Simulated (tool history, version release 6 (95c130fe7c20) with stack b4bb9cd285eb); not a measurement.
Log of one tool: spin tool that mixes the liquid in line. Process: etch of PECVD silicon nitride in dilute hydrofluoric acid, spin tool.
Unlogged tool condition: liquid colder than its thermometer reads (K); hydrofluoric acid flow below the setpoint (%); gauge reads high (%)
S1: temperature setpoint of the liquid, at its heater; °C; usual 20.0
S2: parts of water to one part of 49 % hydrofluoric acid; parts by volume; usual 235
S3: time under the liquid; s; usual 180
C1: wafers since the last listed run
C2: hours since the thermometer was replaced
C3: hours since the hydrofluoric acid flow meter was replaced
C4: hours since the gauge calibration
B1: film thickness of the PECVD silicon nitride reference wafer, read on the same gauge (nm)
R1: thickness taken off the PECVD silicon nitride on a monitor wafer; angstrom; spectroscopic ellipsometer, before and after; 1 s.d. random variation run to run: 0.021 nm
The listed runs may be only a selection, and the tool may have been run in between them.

run	hour	S1	S2	S3	C1	C2	C3	C4	B1	R1
1	0.0	20.0	235	210	0	1176.5	1676.1	401.4	99.985	10.93
2	8.0	22.5	235	130	82	1184.5	1684.1	409.4	100.012	7.91
3	24.6	20.0	235	150	170	1201.1	1700.7	426.0	100.005	7.64
4	35.8	20.0	235	180	114	1212.3	1711.9	437.2	100.022	9.34
5	50.2	20.0	235	180	147	1226.7	1726.3	451.6	99.955	9.29
6	56.4	22.5	270	180	63	1232.9	1732.5	457.8	99.982	9.45
# hour 68.0: hydrofluoric acid flow meter replaced
7	69.2	22.5	270	180	121	1245.7	1.2	470.6	99.988	9.88
# hour 73.2: gauge calibrated
8	79.7	20.0	170	180	107	1256.2	11.7	6.5	99.995	13.13
9	86.9	20.0	235	180	73	1263.4	18.9	13.7	99.997	9.23
10	93.2	20.0	235	180	64	1269.7	25.2	20.0	100.008	9.11
11	102.5	20.0	355	120	95	1279.0	34.5	29.3	100.020	4.08
12	118.2	17.5	235	210	161	1294.7	50.2	45.0	99.959	8.94
13	131.2	18.0	235	145	133	1307.7	63.2	58.0	100.008	6.60
14	144.8	20.0	235	180	139	1321.3	76.8	71.6	100.031	9.12
15	155.8	24.5	140	180	112	1332.3	87.8	82.6	99.999	20.97
16	184.6	24.5	280	180	295	1361.1	116.6	111.4	100.029	10.45
17	197.4	20.0	235	100	131	1373.9	129.4	124.2	100.028	5.09
18	209.4	17.0	180	255	123	1385.9	141.4	136.2	100.015	13.79
19	227.1	20.0	235	140	181	1403.6	159.1	153.9	99.991	7.20
20	239.6	17.0	235	180	128	1416.1	171.6	166.4	99.995	7.30
# hour 255.8: thermometer replaced
21	256.7	20.0	235	180	165	0.9	188.7	183.5	99.980	10.91
22	267.3	17.0	180	255	108	11.5	199.3	194.1	99.960	16.03

Estimate the outcome of run 23 from the log above:
23	277.8	17.0	145	280	107	22.0	209.8	204.6	?	?

For run 23 the tool returned B1 99.973, R1 21.58 angstrom.
On a tool with no hidden condition, and with the same random variation, this run would have come out at R1 21.96 angstrom.

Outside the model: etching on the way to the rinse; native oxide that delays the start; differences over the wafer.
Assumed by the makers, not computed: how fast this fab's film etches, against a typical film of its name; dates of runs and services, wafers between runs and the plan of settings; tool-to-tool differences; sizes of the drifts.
